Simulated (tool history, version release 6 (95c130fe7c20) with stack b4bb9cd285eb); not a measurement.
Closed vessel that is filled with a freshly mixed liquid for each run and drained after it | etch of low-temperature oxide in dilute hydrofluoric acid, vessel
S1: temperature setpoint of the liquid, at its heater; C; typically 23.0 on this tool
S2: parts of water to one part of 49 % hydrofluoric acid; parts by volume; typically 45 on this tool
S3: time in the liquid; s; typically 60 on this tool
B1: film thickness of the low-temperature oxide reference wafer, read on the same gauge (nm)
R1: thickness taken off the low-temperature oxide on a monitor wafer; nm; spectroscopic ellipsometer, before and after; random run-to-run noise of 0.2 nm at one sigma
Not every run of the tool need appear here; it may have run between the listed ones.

{"run": 1, "hour": 0.0, "S1": 23.0, "S2": 35, "S3": 60, "B1": 89.99, "R1": 28.89}
{"run": 2, "hour": 25.8, "S1": 23.0, "S2": 35, "S3": 60, "B1": 89.98, "R1": 29.26}
{"run": 3, "hour": 47.5, "S1": 23.0, "S2": 35, "S3": 60, "B1": 89.98, "R1": 29.25}
{"run": 4, "hour": 83.0, "S1": 23.0, "S2": 45, "S3": 60, "B1": 89.99, "R1": 22.17}
{"hour": 97.5, "done": "hydrofluoric acid flow meter replaced"}
{"run": 5, "hour": 102.0, "S1": 23.0, "S2": 45, "S3": 60, "B1": 90.01, "R1": 26.03}
{"run": 6, "hour": 114.1, "S1": 23.0, "S2": 45, "S3": 60, "B1": 89.98, "R1": 26.26}
{"run": 7, "hour": 132.9, "S1": 23.0, "S2": 45, "S3": 60, "B1": 90.01, "R1": 25.99}
{"run": 8, "hour": 152.3, "S1": 23.0, "S2": 45, "S3": 60, "B1": 89.98, "R1": 26.14}
{"run": 9, "hour": 173.6, "S1": 23.0, "S2": 45, "S3": 60, "B1": 90.01, "R1": 26.0}
{"hour": 177.2, "done": "gauge calibrated"}
{"run": 10, "hour": 186.0, "S1": 23.0, "S2": 45, "S3": 60, "B1": 90.02, "R1": 25.87}
{"run": 11, "hour": 204.3, "S1": 23.0, "S2": 45, "S3": 60, "B1": 90.0, "R1": 25.74}
{"run": 12, "hour": 217.3, "S1": 20.0, "S2": 65, "S3": 60, "B1": 89.98, "R1": 15.56}
{"run": 13, "hour": 245.6, "S1": 22.0, "S2": 45, "S3": 60, "B1": 89.98, "R1": 24.9}
{"run": 14, "hour": 281.2, "S1": 26.0, "S2": 30, "S3": 60, "B1": 90.01, "R1": 44.7}
{"run": 15, "hour": 311.4, "S1": 23.0, "S2": 25, "S3": 60, "B1": 90.0, "R1": 47.48}
{"run": 16, "hour": 399.3, "S1": 19.5, "S2": 45, "S3": 90, "B1": 90.01, "R1": 33.31}
{"run": 17, "hour": 426.9, "S1": 23.0, "S2": 45, "S3": 60, "B1": 89.98, "R1": 25.65}
{"run": 18, "hour": 440.7, "S1": 23.0, "S2": 30, "S3": 80, "B1": 89.99, "R1": 53.13}
{"hour": 512.3, "done": "thermometer replaced"}
{"run": 19, "hour": 536.4, "S1": 23.0, "S2": 35, "S3": 90, "B1": 90.01, "R1": 49.6}
{"run": 20, "hour": 551.8, "S1": 23.0, "S2": 65, "S3": 50, "B1": 90.02, "R1": 14.28}
{"run": 21, "hour": 583.6, "S1": 24.5, "S2": 60, "S3": 60, "B1": 90.01, "R1": 19.65}
{"run": 22, "hour": 617.4, "S1": 27.5, "S2": 45, "S3": 60, "B1": 90.01, "R1": 30.62}
{"run": 23, "hour": 643.7, "S1": 26.5, "S2": 30, "S3": 40, "B1": 90.01, "R1": 29.87}
{"run": 24, "hour": 677.4, "S1": 25.5, "S2": 30, "S3": 80, "B1": 89.99, "R1": 57.73}
{"run": 25, "hour": 698.8, "S1": 27.5, "S2": 50, "S3": 30, "B1": 90.01, "R1": 13.45}
{"run": 26, "hour": 711.0, "S1": 23.0, "S2": 45, "S3": 60, "B1": 89.97, "R1": 24.99}
{"run": 27, "hour": 795.5, "S1": 23.0, "S2": 30, "S3": 35, "B1": 90.03, "R1": 22.57}
{"run": 28, "hour": 819.9, "S1": 26.0, "S2": 35, "S3": 90, "B1": 89.99, "R1": 55.08}
{"run": 29, "hour": 855.6, "S1": 27.0, "S2": 55, "S3": 60, "B1": 90.02, "R1": 23.79}
{"run": 30, "hour": 878.8, "S1": 20.5, "S2": 25, "S3": 30, "B1": 89.99, "R1": 20.76}
{"run": 31, "hour": 910.7, "S1": 27.0, "S2": 25, "S3": 40, "B1": 89.99, "R1": 36.4}

5 options for the next run, each taken on its own from the tool as it stands now. Forecast them:
{"run": "A", "hour": 911.4, "S1": 23.0, "S2": 45, "S3": 80, "B1": "?", "R1": "?"}
{"run": "B", "hour": 911.4, "S1": 26.5, "S2": 40, "S3": 45, "B1": "?", "R1": "?"}
{"run": "C", "hour": 911.4, "S1": 24.5, "S2": 30, "S3": 80, "B1": "?", "R1": "?"}
{"run": "D", "hour": 911.4, "S1": 27.0, "S2": 50, "S3": 30, "B1": "?", "R1": "?"}
{"run": "E", "hour": 911.4, "S1": 24.5, "S2": 35, "S3": 35, "B1": "?", "R1": "?"}

run=A B1=90.00 R1=33.13
run=B B1=90.00 R1=24.38
run=C B1=90.00 R1=54.01
run=D B1=90.00 R1=13.07
run=E B1=90.00 R1=20.11
With the hidden condition removed and each run's random variation left untouched, the same runs would have given:
run=A R1=34.99
run=B R1=25.75
run=C R1=56.99
run=D R1=13.81
run=E R1=21.23

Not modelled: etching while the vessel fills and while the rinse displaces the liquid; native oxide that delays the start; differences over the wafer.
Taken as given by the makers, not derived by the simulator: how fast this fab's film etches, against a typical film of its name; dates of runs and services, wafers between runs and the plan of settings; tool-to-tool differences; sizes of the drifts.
